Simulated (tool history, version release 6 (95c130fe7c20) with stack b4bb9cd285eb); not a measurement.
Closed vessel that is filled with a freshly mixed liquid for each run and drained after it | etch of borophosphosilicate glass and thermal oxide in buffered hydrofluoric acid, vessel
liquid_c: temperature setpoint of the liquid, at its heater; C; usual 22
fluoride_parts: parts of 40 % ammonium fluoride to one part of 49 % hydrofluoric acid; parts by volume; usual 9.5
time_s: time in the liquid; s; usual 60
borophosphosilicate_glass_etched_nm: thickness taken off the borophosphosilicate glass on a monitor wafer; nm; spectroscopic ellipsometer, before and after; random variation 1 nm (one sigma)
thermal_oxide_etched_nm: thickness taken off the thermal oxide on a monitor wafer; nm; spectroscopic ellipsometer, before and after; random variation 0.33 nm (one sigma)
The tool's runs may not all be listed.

| run | hour | liquid_c | fluoride_parts | time_s | wafers since the last listed run | hours since the thermometer was replaced | hours since the hydrofluoric acid flow meter was replaced | hours since the gauge calibration | read-back film thickness of the borophosphosilicate glass reference wafer, read on the same gauge (nm) | read-back film thickness of the thermal oxide reference wafer, read on the same gauge (nm) | borophosphosilicate_glass_etched_nm | thermal_oxide_etched_nm |
|---|---|---|---|---|---|---|---|---|---|---|---|---|
| 1 | 0 | 22 | 9.5 | 60 | 0 | 285 | 542.6 | 146.8 | 79.96 | 39.97 | 134.14 | 69.21 |
| 2 | 76.4 | 22 | 10.5 | 60 | 8413 | 361.4 | 619 | 223.2 | 80.02 | 40 | 127.47 | 64.94 |
| 3 | 152.4 | 22 | 9.5 | 60 | 8369 | 437.4 | 695 | 299.2 | 80.02 | 40.05 | 135.98 | 69.63 |
| 4 | 196.3 | 19 | 12.5 | 50 | 4834 | 481.3 | 738.9 | 343.1 | 80.02 | 40.01 | 76.71 | 38.95 |
| 5 | 239.7 | 23.5 | 11 | 60 | 4779 | 524.7 | 782.3 | 386.5 | 80.02 | 40 | 134.9 | 68.2 |
| 6 | 473.3 | 20.5 | 7 | 60 | 25724 | 758.3 | 1015.9 | 620.1 | 79.99 | 40.01 | 177.65 | 89.83 |
| 7 | 524.3 | 25 | 9.5 | 85 | 5616 | 809.3 | 1066.9 | 671.1 | 80.01 | 40 | 233.59 | 120.41 |
| 8 | 604 | 22 | 12 | 40 | 8776 | 889 | 1146.6 | 750.8 | 80 | 40.03 | 76.53 | 39.23 |
| 9 | 703 | 22 | 6 | 60 | 10902 | 988 | 1245.6 | 849.8 | 79.96 | 40.02 | 221.24 | 112.98 |
| 10 | 758.6 | 22 | 9.5 | 60 | 6122 | 1043.6 | 1301.2 | 905.4 | 79.99 | 39.98 | 141.31 | 72.86 |
| 11 | 810.2 | 23.5 | 9.5 | 75 | 5682 | 1095.2 | 1352.8 | 957 | 80.03 | 40.04 | 193.67 | 99.13 |
| 12 | 853.2 | 22 | 9.5 | 60 | 4735 | 1138.2 | 1395.8 | 1000 | 80.01 | 40.04 | 143.98 | 72.49 |
| 13 | 937.4 | 18 | 13.5 | 30 | 9272 | 1222.4 | 1480 | 1084.2 | 79.98 | 39.99 | 42.58 | 21.53 |
| 14 | 993.7 | 22 | 9.5 | 60 | 6199 | 1278.7 | 1536.3 | 1140.5 | 80.01 | 39.98 | 145.75 | 73.51 |
| 15 | 1052.8 | 19 | 7 | 35 | 6508 | 1337.8 | 1595.4 | 1199.6 | 79.95 | 39.97 | 99.22 | 50.32 |
|  | 1075.1 | hydrofluoric acid flow meter replaced |
|  | 1082.5 | thermometer replaced |
| 16 | 1135.7 | 22 | 9.5 | 60 | 8908 | 53.2 | 60.6 | 1282.5 | 79.98 | 40.02 | 136.11 | 69.08 |
| 17 | 1234 | 26.5 | 6.5 | 85 | 10824 | 151.5 | 158.9 | 1380.8 | 79.97 | 40.05 | 354.85 | 181.62 |
| 18 | 1323.2 | 19 | 7 | 45 | 9822 | 240.7 | 248.1 | 1470 | 80 | 39.99 | 118.26 | 60.14 |
| 19 | 1402.1 | 20 | 9.5 | 45 | 8688 | 319.6 | 327 | 1548.9 | 80 | 40.04 | 91.31 | 46.65 |
| 20 | 1448.3 | 19.5 | 9.5 | 45 | 5087 | 365.8 | 373.2 | 1595.1 | 79.99 | 39.99 | 88.99 | 45.24 |
| 21 | 1545.6 | 20.5 | 11 | 45 | 10714 | 463.1 | 470.5 | 1692.4 | 79.96 | 40.02 | 85.61 | 43.3 |
| 22 | 1620.8 | 17 | 5.5 | 60 | 8281 | 538.3 | 545.7 | 1767.6 | 79.97 | 39.98 | 179.06 | 90.12 |
| 23 | 1674.4 | 19 | 9.5 | 40 | 5902 | 591.9 | 599.3 | 1821.2 | 79.98 | 39.99 | 78.74 | 39.72 |
| 24 | 1737.5 | 25 | 12.5 | 30 | 6948 | 655 | 662.4 | 1884.3 | 79.98 | 40.01 | 65.44 | 33.03 |

5 ways to go on from here, each from the tool as it stands after run 24. What would each give?
| A | 1738.2 | 22 | 9.5 | 60 | 77 | 655.7 | 663.1 | 1885 | ? | ? | ? | ? |
| B | 1738.2 | 25 | 9.5 | 60 | 77 | 655.7 | 663.1 | 1885 | ? | ? | ? | ? |
| C | 1738.2 | 22 | 6.5 | 90 | 77 | 655.7 | 663.1 | 1885 | ? | ? | ? | ? |
| D | 1738.2 | 20.5 | 7 | 40 | 77 | 655.7 | 663.1 | 1885 | ? | ? | ? | ? |
| E | 1738.2 | 24 | 6 | 35 | 77 | 655.7 | 663.1 | 1885 | ? | ? | ? | ? |

| run | read-back film thickness of the borophosphosilicate glass reference wafer, read on the same gauge (nm) | read-back film thickness of the thermal oxide reference wafer, read on the same gauge (nm) | borophosphosilicate_glass_etched_nm | thermal_oxide_etched_nm |
|---|---|---|---|---|
| A | 79.97 | 40.03 | 136.67 | 71.02 |
| B | 79.97 | 40.03 | 160.72 | 83.68 |
| C | 79.97 | 40.03 | 301.8 | 155.94 |
| D | 79.97 | 40.03 | 115.73 | 59.81 |
| E | 79.97 | 40.03 | 140.21 | 72.43 |
Without the tool's hidden state the same runs would have given:
| run | borophosphosilicate_glass_etched_nm | thermal_oxide_etched_nm |
|---|---|---|
| A | 130.54 | 67.88 |
| B | 153.52 | 79.98 |
| C | 285.04 | 147.47 |
| D | 109.3 | 56.55 |
| E | 132.55 | 68.58 |

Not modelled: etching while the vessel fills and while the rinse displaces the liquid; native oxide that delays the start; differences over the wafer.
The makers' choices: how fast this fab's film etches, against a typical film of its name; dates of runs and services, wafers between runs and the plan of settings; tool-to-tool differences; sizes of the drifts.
